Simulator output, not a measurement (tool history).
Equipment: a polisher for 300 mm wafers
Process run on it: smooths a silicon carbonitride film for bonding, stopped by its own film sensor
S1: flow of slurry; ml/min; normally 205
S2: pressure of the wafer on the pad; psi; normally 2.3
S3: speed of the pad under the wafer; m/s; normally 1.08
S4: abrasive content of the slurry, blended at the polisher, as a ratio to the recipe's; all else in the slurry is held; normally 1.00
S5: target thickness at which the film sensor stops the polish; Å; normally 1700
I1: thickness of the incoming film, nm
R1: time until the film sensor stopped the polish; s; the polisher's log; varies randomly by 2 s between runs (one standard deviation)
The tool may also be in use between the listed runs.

| run | hour | S1 | S2 | S3 | S4 | S5 | I1 | R1 |
|---|---|---|---|---|---|---|---|---|
| 1 | 0.0 | 205 | 2.3 | 1.08 | 1.10 | 1700 | 212.3 | 142.3 |
|  | 2.5 | slurry nozzle cleaned |
| 2 | 98.0 | 205 | 2.3 | 1.08 | 1.10 | 1700 | 208.8 | 142.3 |
|  | 105.0 | worn pad replaced by a new one |
| 3 | 152.8 | 205 | 2.3 | 1.08 | 0.85 | 1700 | 211.4 | 190.2 |
| 4 | 201.4 | 205 | 2.3 | 1.08 | 0.85 | 1700 | 209.1 | 181.8 |
|  | 220.0 | slurry blender recalibrated |
| 5 | 288.0 | 205 | 2.3 | 1.08 | 0.85 | 1700 | 206.7 | 150.4 |
| 6 | 332.1 | 235 | 2.3 | 0.94 | 1.00 | 1700 | 209.9 | 163.6 |
|  | 382.7 | worn pad replaced by a new one |
| 7 | 420.7 | 235 | 2.3 | 0.94 | 1.00 | 1700 | 213.9 | 185.9 |
|  | 491.8 | slurry nozzle cleaned |
|  | 558.1 | slurry blender recalibrated |
| 8 | 573.5 | 235 | 2.3 | 0.94 | 1.00 | 1700 | 209.9 | 203.3 |
| 9 | 637.5 | 205 | 2.3 | 1.26 | 1.00 | 1760 | 212.2 | 152.7 |
| 10 | 675.4 | 205 | 2.3 | 1.26 | 1.00 | 1760 | 210.1 | 151.2 |
|  | 741.0 | worn pad replaced by a new one |
| 11 | 761.0 | 205 | 2.3 | 0.86 | 1.00 | 1790 | 209.7 | 201.7 |
|  | 936.5 | slurry blender recalibrated, repeated, since the last time left the tool worse |
|  | 988.9 | head pressure recalibrated |
| 12 | 1000.1 | 205 | 1.8 | 1.08 | 1.00 | 1700 | 210.5 | 182.3 |
|  | 1026.9 | slurry nozzle cleaned |
| 13 | 1086.6 | 170 | 1.6 | 1.08 | 0.80 | 1610 | 210.7 | 316.9 |

For run 14, what comes out?
|  | 1098.7 | worn pad replaced by a new one |
| 14 | 1128.5 | 205 | 2.3 | 1.08 | 1.00 | 1700 | 209.9 | ? |

{"run 14": {"R1": 156.0}}
On a tool with no hidden condition, and with the same random variation, this run would have come out at R1 144.1 s.
